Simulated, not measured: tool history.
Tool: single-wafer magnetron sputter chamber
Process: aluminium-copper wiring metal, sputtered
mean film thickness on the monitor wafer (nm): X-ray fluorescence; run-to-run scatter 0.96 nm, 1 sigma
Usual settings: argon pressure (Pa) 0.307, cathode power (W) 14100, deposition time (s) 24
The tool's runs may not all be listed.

| run | hour | argon pressure (Pa) | cathode power (W) | deposition time (s) | read-back reference wafer on the same gauge, thickness_nm | mean film thickness on the monitor wafer (nm) |
|---|---|---|---|---|---|---|
| 1 | 0 | 0.307 | 14100 | 24 | 670.116 | 624.531 |
| 2 | 25.7 | 0.307 | 14100 | 24 | 669.948 | 623.616 |
| 3 | 42.4 | 0.307 | 14100 | 24 | 669.586 | 622.466 |
| 4 | 56.9 | 0.307 | 14100 | 26 | 669.78 | 671.661 |
| 5 | 79 | 0.307 | 14100 | 24 | 670.006 | 620.204 |
| 6 | 91.2 | 0.307 | 14100 | 24 | 669.666 | 619.774 |
| 7 | 105.7 | 0.307 | 14100 | 24 | 670.052 | 617.87 |
| 8 | 125.6 | 0.307 | 12800 | 24 | 670.152 | 575.648 |
|  | 146.1 | gauge calibrated |
| 9 | 154.5 | 0.307 | 12800 | 24 | 670.243 | 573.239 |
|  | 179.2 | sputter target and shields replaced |
| 10 | 179.7 | 0.239 | 14100 | 24 | 670.107 | 651.188 |
| 11 | 191.9 | 0.307 | 14100 | 20.2 | 670.275 | 523.443 |
| 12 | 216.3 | 0.307 | 14100 | 20.2 | 670.049 | 523.746 |
| 13 | 251.8 | 0.307 | 16350 | 21.7 | 669.878 | 623.756 |
|  | 265 | magnet pack replaced |
| 14 | 274.9 | 0.253 | 16750 | 22.6 | 670.135 | 684.464 |
| 15 | 305.2 | 0.185 | 16000 | 24 | 669.878 | 727.452 |
| 16 | 320.1 | 0.246 | 10650 | 25.3 | 670.062 | 555.172 |
| 17 | 353.7 | 0.307 | 14100 | 21 | 670.194 | 536.346 |
| 18 | 369.9 | 0.4 | 14100 | 20.6 | 669.747 | 496.597 |
| 19 | 388.9 | 0.222 | 11350 | 20.4 | 669.881 | 469.882 |
|  | 403.6 | capacitance manometer re-zeroed and calibrated |
|  | 412.7 | sputter target and shields replaced |
| 20 | 413.2 | 0.307 | 11400 | 22.1 | 670.201 | 505.386 |
|  | 424.1 | gauge calibrated |
| 21 | 428.4 | 0.307 | 14100 | 24 | 669.967 | 638.94 |
| 22 | 458.8 | 0.254 | 16600 | 20 | 670.108 | 614.97 |
| 23 | 479.9 | 0.307 | 14100 | 24 | 669.961 | 634.612 |
| 24 | 494.4 | 0.253 | 16750 | 22.6 | 670.162 | 697.101 |
| 25 | 519.2 | 0.361 | 12750 | 22.5 | 669.894 | 534.864 |
| 26 | 552.2 | 0.203 | 11250 | 24 | 669.993 | 569.915 |

4 options for the next run, each taken on its own from the tool as it stands now. Forecast them:
| A | 552.6 | 0.307 | 16400 | 24 | ? | ? |
| B | 552.6 | 0.2 | 14100 | 24 | ? | ? |
| C | 552.6 | 0.373 | 11000 | 22 | ? | ? |
| D | 552.6 | 0.307 | 15350 | 24 | ? | ? |

| run | read-back reference wafer on the same gauge, thickness_nm | mean film thickness on the monitor wafer (nm) |
|---|---|---|
| A | 669.949 | 701.214 |
| B | 669.949 | 667.304 |
| C | 669.949 | 467.152 |
| D | 669.949 | 667.693 |
With the hidden condition removed and each run's random variation left untouched, the same runs would have given:
| run | mean film thickness on the monitor wafer (nm) |
|---|---|
| A | 711.504 |
| B | 676.879 |
| C | 474.098 |
| D | 677.491 |

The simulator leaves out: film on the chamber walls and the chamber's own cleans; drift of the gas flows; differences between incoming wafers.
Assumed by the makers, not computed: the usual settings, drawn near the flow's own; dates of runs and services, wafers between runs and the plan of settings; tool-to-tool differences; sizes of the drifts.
